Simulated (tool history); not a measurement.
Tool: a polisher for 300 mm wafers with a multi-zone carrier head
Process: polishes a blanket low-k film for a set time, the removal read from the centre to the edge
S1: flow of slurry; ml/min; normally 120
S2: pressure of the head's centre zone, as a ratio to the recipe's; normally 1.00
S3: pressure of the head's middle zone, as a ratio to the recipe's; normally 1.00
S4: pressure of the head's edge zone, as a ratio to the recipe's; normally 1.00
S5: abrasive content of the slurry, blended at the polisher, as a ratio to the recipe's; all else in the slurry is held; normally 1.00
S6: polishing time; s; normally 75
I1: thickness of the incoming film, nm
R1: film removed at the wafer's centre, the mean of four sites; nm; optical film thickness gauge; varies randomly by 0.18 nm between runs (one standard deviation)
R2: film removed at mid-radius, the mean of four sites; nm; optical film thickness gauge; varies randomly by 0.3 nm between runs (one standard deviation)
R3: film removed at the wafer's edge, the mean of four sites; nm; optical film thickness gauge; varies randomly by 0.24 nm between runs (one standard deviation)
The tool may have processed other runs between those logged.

| run | hour | S1 | S2 | S3 | S4 | S5 | S6 | I1 | R1 | R2 | R3 |
|---|---|---|---|---|---|---|---|---|---|---|---|
| 1 | 0.0 | 120 | 1.00 | 1.00 | 1.03 | 1.00 | 75 | 559.3 | 25.3 | 25.9 | 26.7 |
| 2 | 28.5 | 130 | 0.97 | 1.00 | 1.00 | 1.00 | 75 | 551.0 | 25.2 | 26.6 | 27.1 |
|  | 87.8 | worn pad replaced by a new one |
| 3 | 88.3 | 120 | 1.00 | 1.00 | 1.00 | 1.00 | 75 | 553.5 | 26.2 | 26.4 | 27.3 |
| 4 | 143.4 | 120 | 1.00 | 1.00 | 1.00 | 1.00 | 75 | 557.1 | 25.8 | 26.4 | 27.3 |
| 5 | 180.6 | 120 | 1.06 | 1.00 | 1.00 | 1.00 | 75 | 558.6 | 26.4 | 25.8 | 26.8 |
| 6 | 245.8 | 120 | 1.00 | 1.00 | 1.00 | 1.00 | 75 | 558.7 | 25.0 | 25.8 | 26.5 |
|  | 267.0 | worn pad replaced by a new one |
| 7 | 286.6 | 120 | 1.00 | 1.00 | 1.00 | 1.00 | 75 | 562.8 | 25.9 | 26.4 | 27.4 |
| 8 | 327.6 | 120 | 1.00 | 1.00 | 1.00 | 1.00 | 75 | 549.3 | 25.6 | 26.0 | 27.3 |
| 9 | 375.9 | 120 | 1.00 | 1.00 | 0.97 | 0.90 | 75 | 567.8 | 24.2 | 25.5 | 25.3 |
|  | 383.6 | centre zone pressure recalibrated |
|  | 411.0 | slurry nozzle cleaned |
| 10 | 415.7 | 120 | 1.00 | 1.00 | 1.00 | 1.00 | 82 | 557.3 | 27.5 | 27.9 | 29.3 |
|  | 462.5 | worn pad replaced by a new one, of another model than before |
| 11 | 465.4 | 120 | 1.00 | 1.08 | 1.12 | 1.00 | 75 | 558.8 | 26.0 | 29.0 | 29.1 |
|  | 513.6 | edge zone pressure recalibrated |
| 12 | 523.0 | 120 | 1.00 | 1.00 | 0.89 | 1.00 | 75 | 559.8 | 26.0 | 26.5 | 25.8 |
| 13 | 622.3 | 120 | 1.00 | 1.00 | 1.00 | 0.80 | 64 | 558.4 | 19.7 | 20.0 | 20.4 |
|  | 635.2 | worn pad replaced by a new one |
|  | 661.5 | carrier head's membrane replaced by a new one |
| 14 | 688.0 | 120 | 1.00 | 1.00 | 1.00 | 1.00 | 75 | 551.0 | 25.6 | 26.3 | 27.6 |
| 15 | 723.0 | 150 | 1.00 | 1.04 | 1.00 | 1.00 | 75 | 561.4 | 27.8 | 28.8 | 28.6 |
| 16 | 776.8 | 120 | 1.00 | 1.00 | 1.00 | 1.20 | 75 | 565.3 | 27.5 | 27.9 | 29.2 |
| 17 | 829.9 | 120 | 1.11 | 1.00 | 1.00 | 1.00 | 75 | 559.5 | 27.0 | 25.8 | 26.7 |
|  | 856.7 | worn pad replaced by a new one |
|  | 871.7 | centre zone pressure recalibrated |
| 18 | 893.8 | 120 | 1.00 | 1.00 | 1.00 | 0.85 | 75 | 553.3 | 24.0 | 24.2 | 25.3 |
| 19 | 921.1 | 120 | 1.00 | 1.00 | 1.00 | 1.00 | 75 | 551.2 | 25.6 | 26.0 | 27.1 |
|  | 957.5 | slurry nozzle cleaned |
| 20 | 984.7 | 120 | 1.00 | 1.00 | 1.00 | 1.00 | 75 | 561.5 | 25.5 | 25.4 | 27.1 |

What if the next run were any one of these 5? Each begins from the tool's condition after run 20:
| A | 985.1 | 120 | 1.00 | 1.00 | 1.00 | 1.00 | 75 | 558.5 | ? | ? | ? |
| B | 985.1 | 135 | 1.00 | 0.94 | 1.00 | 0.80 | 75 | 558.5 | ? | ? | ? |
| C | 985.1 | 120 | 1.00 | 1.00 | 1.00 | 1.00 | 65 | 558.5 | ? | ? | ? |
| D | 985.1 | 85 | 1.00 | 1.00 | 1.00 | 0.80 | 55 | 558.5 | ? | ? | ? |
| E | 985.1 | 120 | 1.00 | 1.00 | 1.00 | 1.00 | 58 | 558.5 | ? | ? | ? |

| run | R1 | R2 | R3 |
|---|---|---|---|
| A | 25.2 | 26.4 | 26.8 |
| B | 23.6 | 23.4 | 24.7 |
| C | 21.8 | 22.9 | 23.2 |
| D | 13.5 | 14.6 | 15.7 |
| E | 19.5 | 20.4 | 20.7 |
The same runs, with their run-to-run variation unchanged, on a tool lacking any hidden condition would have given:
| run | R1 | R2 | R3 |
|---|---|---|---|
| A | 26.0 | 27.2 | 27.6 |
| B | 24.3 | 24.1 | 25.4 |
| C | 22.5 | 23.6 | 23.9 |
| D | 13.9 | 15.0 | 16.2 |
| E | 20.1 | 21.0 | 21.3 |
